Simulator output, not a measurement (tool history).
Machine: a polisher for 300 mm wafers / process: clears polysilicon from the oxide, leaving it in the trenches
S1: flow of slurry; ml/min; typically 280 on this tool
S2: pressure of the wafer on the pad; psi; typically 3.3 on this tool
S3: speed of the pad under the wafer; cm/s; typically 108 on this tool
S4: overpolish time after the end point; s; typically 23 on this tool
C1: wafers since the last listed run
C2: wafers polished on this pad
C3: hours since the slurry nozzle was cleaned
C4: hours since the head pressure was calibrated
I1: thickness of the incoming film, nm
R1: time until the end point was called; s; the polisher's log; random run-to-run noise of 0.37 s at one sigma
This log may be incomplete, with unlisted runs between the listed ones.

| run | hour | S1 | S2 | S3 | S4 | C1 | C2 | C3 | C4 | I1 | R1 |
|---|---|---|---|---|---|---|---|---|---|---|---|
| 1 | 0.0 | 345 | 3.3 | 138 | 23 | 0 | 1143 | 403.5 | 1144.7 | 739.9 | 37.7 |
|  | 14.4 | worn pad replaced by a new one |
| 2 | 17.5 | 280 | 3.3 | 108 | 23 | 174 | 40 | 421.0 | 1162.2 | 726.6 | 44.9 |
| 3 | 24.1 | 280 | 3.3 | 108 | 23 | 85 | 125 | 427.6 | 1168.8 | 741.7 | 45.8 |
| 4 | 40.4 | 280 | 3.3 | 108 | 23 | 211 | 337 | 443.9 | 1185.1 | 753.8 | 46.2 |
| 5 | 50.4 | 280 | 3.3 | 108 | 23 | 129 | 466 | 453.9 | 1195.1 | 744.8 | 46.2 |
| 6 | 66.3 | 280 | 3.3 | 108 | 23 | 206 | 672 | 469.8 | 1211.0 | 735.6 | 45.7 |
| 7 | 77.6 | 315 | 3.3 | 108 | 23 | 146 | 819 | 481.1 | 1222.3 | 740.2 | 44.7 |
| 8 | 90.9 | 315 | 3.3 | 108 | 23 | 172 | 991 | 494.4 | 1235.6 | 730.3 | 44.9 |
| 9 | 104.1 | 315 | 3.3 | 108 | 23 | 171 | 1162 | 507.6 | 1248.8 | 732.1 | 45.6 |
|  | 116.5 | worn pad replaced by a new one |
| 10 | 121.1 | 280 | 3.3 | 108 | 23 | 168 | 60 | 524.6 | 1265.8 | 736.2 | 45.3 |
| 11 | 133.4 | 345 | 3.3 | 108 | 23 | 159 | 219 | 536.9 | 1278.1 | 738.6 | 44.7 |
| 12 | 146.5 | 345 | 3.3 | 108 | 23 | 169 | 389 | 550.0 | 1291.2 | 742.3 | 44.5 |
| 13 | 160.9 | 345 | 3.3 | 108 | 23 | 186 | 575 | 564.4 | 1305.6 | 740.8 | 45.5 |
| 14 | 175.2 | 280 | 3.3 | 108 | 23 | 185 | 761 | 578.7 | 1319.9 | 726.5 | 45.9 |
| 15 | 190.9 | 280 | 3.3 | 108 | 23 | 203 | 964 | 594.4 | 1335.6 | 750.9 | 46.0 |
|  | 221.3 | worn pad replaced by a new one |
| 16 | 227.2 | 280 | 3.3 | 108 | 23 | 418 | 76 | 630.7 | 1371.9 | 736.7 | 46.1 |
| 17 | 234.7 | 280 | 2.6 | 84 | 23 | 97 | 173 | 638.2 | 1379.4 | 743.8 | 68.6 |
|  | 247.7 | slurry nozzle cleaned |
| 18 | 250.2 | 245 | 3.3 | 72 | 34 | 187 | 361 | 2.5 | 1394.9 | 735.7 | 60.4 |
| 19 | 258.7 | 320 | 2.6 | 108 | 34 | 110 | 471 | 11.0 | 1403.4 | 740.2 | 58.0 |
| 20 | 270.8 | 180 | 3.3 | 108 | 19 | 156 | 628 | 23.1 | 1415.5 | 740.2 | 49.2 |
|  | 278.5 | head pressure recalibrated |
| 21 | 286.1 | 280 | 2.6 | 132 | 12 | 172 | 800 | 38.4 | 7.6 | 731.3 | 48.7 |
| 22 | 295.9 | 375 | 3.3 | 108 | 9 | 127 | 927 | 48.2 | 17.4 | 756.3 | 45.4 |
| 23 | 307.5 | 280 | 3.3 | 108 | 23 | 150 | 1078 | 59.8 | 29.0 | 739.3 | 46.1 |
| 24 | 316.3 | 375 | 3.3 | 108 | 9 | 114 | 1192 | 68.6 | 37.8 | 744.7 | 45.1 |
|  | 322.2 | worn pad replaced by a new one |
| 25 | 345.5 | 280 | 3.3 | 94 | 23 | 326 | 301 | 97.8 | 67.0 | 731.2 | 49.4 |
| 26 | 356.4 | 280 | 3.3 | 108 | 23 | 141 | 442 | 108.7 | 77.9 | 756.0 | 46.6 |
| 27 | 370.4 | 280 | 3.3 | 72 | 10 | 181 | 624 | 122.7 | 91.9 | 737.1 | 60.8 |
| 28 | 377.3 | 280 | 3.3 | 108 | 23 | 89 | 713 | 129.6 | 98.8 | 739.2 | 45.9 |
| 29 | 390.3 | 280 | 3.3 | 108 | 23 | 168 | 882 | 142.6 | 111.8 | 743.2 | 45.8 |
| 30 | 408.3 | 280 | 3.7 | 80 | 13 | 233 | 1115 | 160.6 | 129.8 | 748.6 | 51.2 |
| 31 | 425.9 | 280 | 3.3 | 108 | 23 | 228 | 1343 | 178.2 | 147.4 | 733.4 | 45.6 |
|  | 430.1 | worn pad replaced by a new one |
| 32 | 438.4 | 280 | 3.3 | 138 | 23 | 110 | 107 | 190.7 | 159.9 | 747.3 | 38.9 |
| 33 | 451.5 | 225 | 3.3 | 108 | 23 | 169 | 276 | 203.8 | 173.0 | 738.2 | 46.7 |
| 34 | 460.0 | 215 | 4.4 | 74 | 19 | 110 | 387 | 212.3 | 181.5 | 752.6 | 47.6 |
| 35 | 467.4 | 280 | 3.3 | 108 | 23 | 95 | 482 | 219.7 | 188.9 | 732.3 | 45.3 |

Predict the results of run 36:
| 36 | 481.3 | 215 | 3.3 | 108 | 23 | 180 | 663 | 233.6 | 202.8 | 726.7 | ? |

{"run 36": {"R1": 47.0}}
Minus the tool's unlogged condition, the same run would have read R1 47.0 s.
